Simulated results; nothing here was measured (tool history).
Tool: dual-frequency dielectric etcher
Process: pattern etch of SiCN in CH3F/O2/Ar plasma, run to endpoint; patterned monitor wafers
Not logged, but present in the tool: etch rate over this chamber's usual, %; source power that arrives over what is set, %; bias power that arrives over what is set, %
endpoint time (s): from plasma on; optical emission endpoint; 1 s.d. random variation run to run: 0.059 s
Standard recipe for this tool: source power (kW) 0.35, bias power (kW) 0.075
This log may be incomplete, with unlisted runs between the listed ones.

run	hour	source power (kW)	bias power (kW)	wafers since the last listed run	hours since the last wet clean	hours since the last source power generator calibration	hours since the last bias power generator calibration	hours since the last upper electrode change	incoming incoming film thickness, nm	endpoint time (s)
1	0	0.35	0.075	0	124.9	3616.7	3517.6	1851.1	6.92	20.3
2	46.8	0.35	0.075	924	171.7	3663.5	3564.4	1897.9	6.94	20.4
3	102.7	0.35	0.064	1103	227.6	3719.4	3620.3	1953.8	6.93	21.4
4	173.1	0.35	0.064	1390	298	3789.8	3690.7	2024.2	6.94	21.4
5	206.2	0.35	0.064	653	331.1	3822.9	3723.8	2057.3	6.85	21.3
6	255	0.35	0.075	963	379.9	3871.7	3772.6	2106.1	6.91	20.6
7	374.2	0.38	0.075	2353	499.1	3990.9	3891.8	2225.3	6.87	19.7
8	430.2	0.35	0.075	1105	555.1	4046.9	3947.8	2281.3	6.83	20.6
9	475	0.35	0.075	884	599.9	4091.7	3992.6	2326.1	6.89	20.9
10	500.7	0.35	0.075	507	625.6	4117.4	4018.3	2351.8	6.85	20.6
11	525.9	0.35	0.075	497	650.8	4142.6	4043.5	2377	6.95	20.9
# hour 568.7: wet clean of the chamber
12	582.2	0.35	0.075	637	13.5	4198.9	4099.8	2433.3	6.95	20.3
13	620	0.35	0.075	746	51.3	4236.7	4137.6	2471.1	6.96	20.2
14	645.9	0.35	0.06	511	77.2	4262.6	4163.5	2497	6.86	21.3
# hour 658.1: source power generator calibrated
15	689.6	0.35	0.06	783	120.9	31.5	4207.2	2540.7	6.94	21.1
16	752	0.35	0.075	1232	183.3	93.9	4269.6	2603.1	6.91	19.8
17	777.3	0.27	0.075	499	208.6	119.2	4294.9	2628.4	6.87	23
18	968.4	0.3	0.06	3773	399.7	310.3	4486	2819.5	6.87	23.1
19	994.2	0.31	0.088	509	425.5	336.1	4511.8	2845.3	6.88	20.4
20	1043.6	0.35	0.075	975	474.9	385.5	4561.2	2894.7	6.88	20.1
21	1142.4	0.31	0.082	1950	573.7	484.3	4660	2993.5	6.83	20.9
22	1202.7	0.26	0.069	1190	634	544.6	4720.3	3053.8	6.86	24.9
# hour 1248.7: wet clean of the chamber
# hour 1280.5: upper electrode replaced
# hour 1334.6: bias power generator calibrated
23	1335.1	0.44	0.094	1587	86.4	677	0.5	54.6	6.88	16.3
24	1390.6	0.44	0.094	1095	141.9	732.5	56	110.1	6.94	16.5
25	1445.9	0.42	0.085	1091	197.2	787.8	111.3	165.4	6.98	17.5
26	1485.6	0.43	0.093	783	236.9	827.5	151	205.1	6.92	16.6
27	1545.8	0.29	0.059	1188	297.1	887.7	211.2	265.3	6.84	23.6
28	1585.2	0.28	0.082	777	336.5	927.1	250.6	304.7	6.88	22.3
29	1630.2	0.29	0.075	888	381.5	972.1	295.6	349.7	6.88	22.3
30	1684.9	0.29	0.083	1080	436.2	1026.8	350.3	404.4	6.87	21.7

Alternative continuations, all from the tool just after run 30; predict every row:
A	1685.3	0.35	0.085	7	436.6	1027.2	350.7	404.8	6.93	?
B	1685.3	0.4	0.062	7	436.6	1027.2	350.7	404.8	6.93	?
C	1685.3	0.42	0.064	7	436.6	1027.2	350.7	404.8	6.93	?
D	1685.3	0.35	0.088	7	436.6	1027.2	350.7	404.8	6.93	?

run	endpoint time (s)
A	19.5
B	19.7
C	19.1
D	19.3
Without the tool's unlogged condition, the same runs would have read:
run	endpoint time (s)
A	18.9
B	19.2
C	18.5
D	18.7
